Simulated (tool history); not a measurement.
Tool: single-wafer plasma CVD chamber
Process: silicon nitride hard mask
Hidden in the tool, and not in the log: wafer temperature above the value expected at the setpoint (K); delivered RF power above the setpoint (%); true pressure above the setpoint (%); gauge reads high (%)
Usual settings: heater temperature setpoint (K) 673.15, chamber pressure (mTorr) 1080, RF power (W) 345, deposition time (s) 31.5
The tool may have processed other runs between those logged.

run,hour,heater temperature setpoint (K),chamber pressure (mTorr),RF power (W),deposition time (s),wafers since the last listed run,hours since the last thermocouple change,hours since the last RF generator calibration,hours since the last manometer calibration,hours since the showerhead was replaced,hours since the gauge calibration,"read-back reference wafer on the same gauge, thickness_nm",mean film thickness on the monitor wafer (nm)
1,0.0,673.15,1080,345,31.5,0,1937.7,835.3,1809.3,4074.8,594.6,30.506,36.591
2,70.0,673.15,1080,345,31.5,910,2007.7,905.3,1879.3,4144.8,664.6,30.500,36.465
3,111.1,673.15,1080,345,31.5,534,2048.8,946.4,1920.4,4185.9,705.7,30.552,36.692
4,181.9,673.15,1080,345,31.5,921,2119.6,1017.2,1991.2,4256.7,776.5,30.520,36.832
5,229.8,673.15,1080,345,31.5,623,2167.5,1065.1,2039.1,4304.6,824.4,30.485,36.873
6,286.3,673.15,1080,305,31.5,735,2224.0,1121.6,2095.6,4361.1,880.9,30.495,33.749
7,319.5,673.15,1080,305,31.5,431,2257.2,1154.8,2128.8,4394.3,914.1,30.529,33.843
8,372.6,673.15,1080,305,31.5,690,2310.3,1207.9,2181.9,4447.4,967.2,30.521,33.609
9,402.3,673.15,1080,345,31.5,386,2340.0,1237.6,2211.6,4477.1,996.9,30.500,36.326
10,444.2,673.15,1080,345,31.5,545,2381.9,1279.5,2253.5,4519.0,1038.8,30.492,36.274
11,471.9,673.15,1080,345,31.5,360,2409.6,1307.2,2281.2,4546.7,1066.5,30.486,35.959

Estimate the outcome of run 12 from the log above:
# hour 502.4: showerhead replaced, of another model than before
12,533.8,673.15,1080,345,31.5,701,2471.5,1369.1,2343.1,31.4,1128.4,?,?

{"run 12": {"read-back reference wafer on the same gauge, thickness_nm": 30.504, "mean film thickness on the monitor wafer (nm)": 34.779}}
With no hidden state in the tool, this same run would have given mean film thickness on the monitor wafer (nm) 37.585.
